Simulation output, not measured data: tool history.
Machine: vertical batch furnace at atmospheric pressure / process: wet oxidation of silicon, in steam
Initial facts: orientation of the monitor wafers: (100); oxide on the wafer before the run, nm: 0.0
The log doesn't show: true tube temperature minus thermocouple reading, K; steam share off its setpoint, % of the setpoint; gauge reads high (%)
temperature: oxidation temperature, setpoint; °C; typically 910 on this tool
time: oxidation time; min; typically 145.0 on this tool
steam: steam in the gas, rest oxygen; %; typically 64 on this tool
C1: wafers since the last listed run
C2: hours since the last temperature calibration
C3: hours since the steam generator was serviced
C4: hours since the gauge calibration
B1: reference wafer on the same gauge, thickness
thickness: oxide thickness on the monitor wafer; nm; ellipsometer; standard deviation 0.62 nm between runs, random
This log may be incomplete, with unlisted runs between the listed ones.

run 1 day=0.000 | temperature=910 time=145.0 steam=64 | C1=0 C2=585.2 C3=2337.8 C4=2302.4 | B1=290.00 | thickness=255.90
run 2 day=4.354 | temperature=910 time=145.0 steam=64 | C1=798 C2=689.7 C3=2442.3 C4=2406.9 | B1=289.89 | thickness=255.41
run 3 day=16.408 | temperature=910 time=145.0 steam=64 | C1=2211 C2=979.0 C3=2731.6 C4=2696.2 | B1=289.86 | thickness=256.02
run 4 day=18.138 | temperature=910 time=145.0 steam=64 | C1=317 C2=1020.5 C3=2773.1 C4=2737.7 | B1=290.05 | thickness=256.31
run 5 day=19.729 | temperature=910 time=145.0 steam=64 | C1=292 C2=1058.7 C3=2811.3 C4=2775.9 | B1=290.07 | thickness=255.47
run 6 day=21.346 | temperature=904 time=97.5 steam=64 | C1=296 C2=1097.5 C3=2850.1 C4=2814.7 | B1=289.90 | thickness=168.70
run 7 day=33.721 | temperature=904 time=97.5 steam=64 | C1=2270 C2=1394.5 C3=3147.1 C4=3111.7 | B1=290.02 | thickness=168.30
run 8 day=37.308 | temperature=916 time=145.0 steam=64 | C1=658 C2=1480.6 C3=3233.2 C4=3197.8 | B1=290.13 | thickness=273.68
run 9 day=39.725 | temperature=916 time=145.0 steam=64 | C1=443 C2=1538.6 C3=3291.2 C4=3255.8 | B1=289.91 | thickness=272.02
-- day=42.683 steam generator serviced
run 10 day=43.779 | temperature=910 time=172.5 steam=64 | C1=560 C2=1635.9 C3=26.3 C4=3353.1 | B1=289.89 | thickness=295.55
run 11 day=47.738 | temperature=910 time=145.0 steam=64 | C1=726 C2=1730.9 C3=121.3 C4=3448.1 | B1=290.19 | thickness=256.31
run 12 day=49.708 | temperature=910 time=145.0 steam=64 | C1=361 C2=1778.2 C3=168.6 C4=3495.4 | B1=290.01 | thickness=255.09
run 13 day=52.983 | temperature=910 time=145.0 steam=64 | C1=600 C2=1856.8 C3=247.2 C4=3574.0 | B1=290.15 | thickness=255.95
run 14 day=56.308 | temperature=910 time=145.0 steam=64 | C1=610 C2=1936.6 C3=327.0 C4=3653.8 | B1=289.97 | thickness=255.48
run 15 day=58.304 | temperature=920 time=121.0 steam=71 | C1=366 C2=1984.5 C3=374.9 C4=3701.7 | B1=289.87 | thickness=267.56
run 16 day=60.092 | temperature=920 time=145.0 steam=70 | C1=327 C2=2027.4 C3=417.8 C4=3744.6 | B1=289.80 | thickness=305.52
run 17 day=61.904 | temperature=886 time=145.0 steam=59 | C1=332 C2=2070.9 C3=461.3 C4=3788.1 | B1=289.68 | thickness=173.46
-- day=63.271 thermocouples replaced and temperature profile calibrated
run 18 day=64.429 | temperature=910 time=145.0 steam=64 | C1=279 C2=27.8 C3=521.9 C4=3848.7 | B1=290.05 | thickness=255.85
run 19 day=66.196 | temperature=923 time=179.0 steam=75 | C1=324 C2=70.2 C3=564.3 C4=3891.1 | B1=289.94 | thickness=390.88
run 20 day=69.417 | temperature=910 time=95.5 steam=64 | C1=590 C2=147.5 C3=641.6 C4=3968.4 | B1=289.87 | thickness=179.62
-- day=69.512 gauge calibrated
run 21 day=73.671 | temperature=910 time=145.0 steam=64 | C1=780 C2=249.6 C3=743.7 C4=99.8 | B1=289.94 | thickness=255.47
run 22 day=75.629 | temperature=910 time=145.0 steam=64 | C1=359 C2=296.6 C3=790.7 C4=146.8 | B1=289.96 | thickness=255.73
run 23 day=79.700 | temperature=910 time=74.0 steam=57 | C1=746 C2=394.3 C3=888.4 C4=244.5 | B1=290.13 | thickness=128.96
run 24 day=82.158 | temperature=922 time=198.0 steam=64 | C1=451 C2=453.3 C3=947.4 C4=303.5 | B1=290.06 | thickness=370.33
run 25 day=85.592 | temperature=928 time=126.0 steam=73 | C1=629 C2=535.7 C3=1029.8 C4=385.9 | B1=290.08 | thickness=304.38
run 26 day=89.079 | temperature=902 time=86.0 steam=57 | C1=639 C2=619.4 C3=1113.5 C4=469.6 | B1=289.80 | thickness=131.97
run 27 day=92.400 | temperature=933 time=145.0 steam=64 | C1=609 C2=699.1 C3=1193.2 C4=549.3 | B1=290.19 | thickness=322.41
run 28 day=96.479 | temperature=921 time=167.5 steam=75 | C1=748 C2=797.0 C3=1291.1 C4=647.2 | B1=289.85 | thickness=365.20
run 29 day=99.988 | temperature=910 time=145.0 steam=58 | C1=643 C2=881.2 C3=1375.3 C4=731.4 | B1=290.00 | thickness=235.09
run 30 day=104.400 | temperature=930 time=145.0 steam=64 | C1=809 C2=987.1 C3=1481.2 C4=837.3 | B1=289.95 | thickness=313.06
run 31 day=106.967 | temperature=910 time=145.0 steam=64 | C1=470 C2=1048.7 C3=1542.8 C4=898.9 | B1=290.04 | thickness=255.26
run 32 day=117.167 | temperature=910 time=145.0 steam=64 | C1=1871 C2=1293.5 C3=1787.6 C4=1143.7 | B1=289.87 | thickness=254.89
run 33 day=120.538 | temperature=892 time=110.5 steam=64 | C1=618 C2=1374.4 C3=1868.5 C4=1224.6 | B1=290.03 | thickness=159.18
run 34 day=122.767 | temperature=910 time=145.0 steam=64 | C1=408 C2=1427.9 C3=1922.0 C4=1278.1 | B1=290.04 | thickness=255.41
run 35 day=127.250 | temperature=919 time=100.5 steam=55 | C1=822 C2=1535.5 C3=2029.6 C4=1385.7 | B1=289.73 | thickness=183.01
run 36 day=131.267 | temperature=934 time=145.0 steam=64 | C1=736 C2=1631.9 C3=2126.0 C4=1482.1 | B1=290.13 | thickness=325.23
run 37 day=134.446 | temperature=933 time=213.0 steam=52 | C1=583 C2=1708.2 C3=2202.3 C4=1558.4 | B1=289.93 | thickness=370.34

Branching from run 37: 5 alternative next runs. What would each branch give?
run A day=134.675 | temperature=910 time=145.0 steam=72 | C1=42 C2=1713.7 C3=2207.8 C4=1563.9 | B1=? | thickness=?
run B day=134.675 | temperature=910 time=203.0 steam=64 | C1=42 C2=1713.7 C3=2207.8 C4=1563.9 | B1=? | thickness=?
run C day=134.675 | temperature=926 time=203.0 steam=57 | C1=42 C2=1713.7 C3=2207.8 C4=1563.9 | B1=? | thickness=?
run D day=134.675 | temperature=894 time=145.0 steam=54 | C1=42 C2=1713.7 C3=2207.8 C4=1563.9 | B1=? | thickness=?
run E day=134.675 | temperature=922 time=91.5 steam=74 | C1=42 C2=1713.7 C3=2207.8 C4=1563.9 | B1=? | thickness=?

run=A B1=290.30 thickness=281.22
run=B B1=290.30 thickness=335.75
run=C B1=290.30 thickness=358.39
run=D B1=290.30 thickness=179.35
run=E B1=290.30 thickness=223.70
The same runs, with their run-to-run variation unchanged, on a tool lacking any hidden condition would have given:
run=A thickness=281.22
run=B thickness=335.75
run=C thickness=358.39
run=D thickness=179.35
run=E thickness=223.70

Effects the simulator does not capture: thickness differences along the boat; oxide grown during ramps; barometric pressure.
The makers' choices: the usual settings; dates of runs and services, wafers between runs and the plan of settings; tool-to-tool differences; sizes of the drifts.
